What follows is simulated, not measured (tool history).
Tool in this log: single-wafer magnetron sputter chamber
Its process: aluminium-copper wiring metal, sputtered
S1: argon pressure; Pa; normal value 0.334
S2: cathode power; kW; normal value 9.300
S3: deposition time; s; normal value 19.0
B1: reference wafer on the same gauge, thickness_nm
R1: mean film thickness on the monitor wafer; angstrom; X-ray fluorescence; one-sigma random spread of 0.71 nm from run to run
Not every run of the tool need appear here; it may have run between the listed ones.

run    hour     S1      S2    S3       B1       R1
  1     0.0  0.334   9.300  19.0  326.951  3567.93
  2    71.4  0.334   9.300  19.0  327.184  3578.51
  3   152.0  0.334   9.300  19.0  327.189  3574.09
  4   233.1  0.334   9.300  19.0  326.933  3567.33
  5   291.0  0.334   9.300  19.0  327.023  3575.60
  6   586.3  0.334   9.300  19.0  327.051  3574.71
      616.6  -- sputter target and shields replaced
  7   690.4  0.334   9.300  19.0  327.049  3580.16
  8   788.8  0.334   9.300  19.0  326.867  3575.28
  9   844.7  0.334   9.300  16.0  327.048  3016.71
 10   891.3  0.334   9.300  16.0  326.822  3023.22
      976.1  -- capacitance manometer re-zeroed and calibrated
 11   992.1  0.414   9.300  22.0  326.825  3934.05
 12  1065.3  0.370  10.000  16.8  326.818  3237.45
     1105.1  -- magnet pack replaced
 13  1122.0  0.334   9.300  15.5  327.054  2888.41
     1307.9  -- sputter target and shields replaced
     1309.5  -- gauge calibrated
 14  1316.1  0.240  11.100  22.5  327.133  5004.58
 15  1406.7  0.334   9.300  19.0  327.076  3543.65
 16  1469.7  0.334   9.300  19.0  326.979  3548.84
 17  1553.9  0.334   9.300  19.0  326.666  3540.52
 18  1595.5  0.334   9.300  19.0  326.880  3548.28
 19  1693.1  0.334   9.300  15.5  326.988  2889.70
 20  1756.3  0.334  10.800  21.1  326.907  4396.76
 21  1813.6  0.276   8.200  19.0  327.070  3344.27
 22  1906.4  0.334   9.300  19.0  326.930  3542.67
 23  2007.5  0.465   8.300  20.1  326.993  3249.49
 24  2061.8  0.334   9.300  15.9  326.960  2974.07
     2139.8  -- sputter target and shields replaced
 25  2309.3  0.456  10.150  16.1  326.882  3025.50
 26  2378.4  0.334   9.300  19.0  326.762  3563.77
 27  2444.3  0.334   9.300  17.7  326.924  3321.89
 28  2485.7  0.334   9.300  19.0  326.782  3557.94

Forecast run 29:
 29  2561.0  0.377  8.350  16.1   ?   ?

Run 29 measured B1 327.167, R1 2739.18 angstrom.
With no hidden state in the tool, this same run would have given R1 2728.23 angstrom.
